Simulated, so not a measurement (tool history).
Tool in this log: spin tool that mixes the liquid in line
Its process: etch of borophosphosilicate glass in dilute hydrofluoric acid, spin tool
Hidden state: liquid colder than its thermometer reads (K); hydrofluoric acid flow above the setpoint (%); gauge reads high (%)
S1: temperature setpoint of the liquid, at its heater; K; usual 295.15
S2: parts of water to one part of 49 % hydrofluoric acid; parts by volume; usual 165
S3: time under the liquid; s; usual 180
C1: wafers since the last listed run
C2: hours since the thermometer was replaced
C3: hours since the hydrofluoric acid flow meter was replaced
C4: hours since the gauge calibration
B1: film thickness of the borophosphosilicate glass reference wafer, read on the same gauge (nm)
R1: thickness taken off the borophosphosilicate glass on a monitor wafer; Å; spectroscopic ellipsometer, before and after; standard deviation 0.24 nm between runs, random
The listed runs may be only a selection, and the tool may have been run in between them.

run	hour	S1	S2	S3	C1	C2	C3	C4	B1	R1
1	0.0	295.15	165	180	0	2554.0	1356.4	302.2	40.01	474.4
2	21.1	295.15	165	180	118	2575.1	1377.5	323.3	40.04	476.8
# hour 39.9: gauge calibrated
3	46.3	295.15	165	180	141	2600.3	1402.7	6.4	39.99	478.2
4	80.3	295.15	165	180	191	2634.3	1436.7	40.4	39.99	480.6
5	106.4	291.65	165	180	146	2660.4	1462.8	66.5	39.95	413.0
6	128.0	291.65	165	180	121	2682.0	1484.4	88.1	39.98	418.7
7	157.2	291.65	165	180	164	2711.2	1513.6	117.3	40.01	415.2
8	192.6	295.15	165	180	199	2746.6	1549.0	152.7	39.96	480.1
9	206.9	293.65	165	180	80	2760.9	1563.3	167.0	39.98	455.2
10	222.4	295.15	165	180	87	2776.4	1578.8	182.5	40.01	483.4
# hour 225.9: thermometer replaced
11	255.3	291.65	235	230	179	29.4	1611.7	215.4	40.00	355.5
12	284.1	295.15	165	180	161	58.2	1640.5	244.2	40.02	484.4
# hour 312.2: gauge calibrated
13	314.9	291.15	105	130	173	89.0	1671.3	2.7	39.96	503.7

Forecast run 14:
# hour 318.8: hydrofluoric acid flow meter replaced
14	344.2	295.15	165	210	159	118.3	25.4	32.0	?	?

B1: 39.99
R1: 500.7 Å
Minus the tool's unlogged condition, the same run would have read R1 497.9 Å.
